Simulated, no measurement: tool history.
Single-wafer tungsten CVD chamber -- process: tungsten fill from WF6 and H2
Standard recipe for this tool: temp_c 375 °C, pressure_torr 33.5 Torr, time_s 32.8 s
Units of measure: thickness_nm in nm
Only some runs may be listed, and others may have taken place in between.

run	day	temp_c	pressure_torr	time_s	wafers since the last listed run	hours since the last thermocouple change	hours since the last manometer calibration	hours since the showerhead was replaced	hours since the gauge calibration	read-back reference wafer on the same gauge, thickness_nm	thickness_nm
1	0	375	33.5	32.8	0	804.5	1255.5	5290.7	25.3	63.977	60.933
2	3.767	366	39.8	32.8	1404	894.9	1345.9	5381.1	115.7	64.049	58.223
3	6.888	366	39.8	32.8	1163	969.8	1420.8	5456	190.6	64.05	58.03
4	9.454	366	39.8	32.8	957	1031.4	1482.4	5517.6	252.2	64.057	58.157
5	11.217	375	33.5	32.8	657	1073.7	1524.7	5559.9	294.5	64.005	59.963
6	14.392	375	33.5	32.8	1183	1149.9	1600.9	5636.1	370.7	64.001	60.123
7	23.142	375	33.5	32.8	3262	1359.9	1810.9	5846.1	580.7	63.946	59.385
8	25.483	375	39.5	32.8	873	1416.1	1867.1	5902.3	636.9	64.043	66.543
9	28.762	375	39.5	32.8	1222	1494.8	1945.8	5981	715.6	64.024	66.829
10	32.692	375	39.5	32.8	1465	1589.1	2040.1	6075.3	809.9	63.88	65.8
11	35.992	375	33.5	34.9	1230	1668.3	2119.3	6154.5	889.1	63.983	61.466
# day 36.367: thermocouple changed; heater temperature recalibrated
# day 40.121: showerhead replaced
12	46.438	375	33.5	34.9	3646	241.7	2370	151.6	1139.8	64.031	66.217
13	49.621	371	37.9	32.8	1186	318.1	2446.4	228	1216.2	63.994	63.08
14	52.179	375	33.5	29.7	953	379.5	2507.8	289.4	1277.6	63.915	56.317
15	53.771	360	26.2	29.5	593	417.7	2546	327.6	1315.8	63.961	33.84
# day 56.817: capacitance manometer re-zeroed and calibrated
16	57.812	360	26.2	29.5	1382	514.7	23.9	424.6	1412.8	63.953	33.046
17	61.379	384	28.6	37	1329	600.3	109.5	510.2	1498.4	64.009	70.472
18	64.675	375	33.5	32.8	1228	679.4	188.6	589.3	1577.5	64.001	59.91
# day 65.938: gauge calibrated
19	69.092	389	40.2	35	1646	785.4	294.6	695.3	75.7	63.986	94.132
20	71.108	375	33.5	27.7	751	833.8	343	743.7	124.1	64.032	50.044

The next listed run, before its measurement:
21	74.829	370	36.7	34.5	1387	923.1	432.3	833	213.4	?	?

Run 21 yielded read-back reference wafer on the same gauge, thickness_nm 64.068, thickness_nm 61.034 nm.
With the hidden condition absent and the run-to-run variation left alone, this run would have shown thickness_nm 62.894 nm.
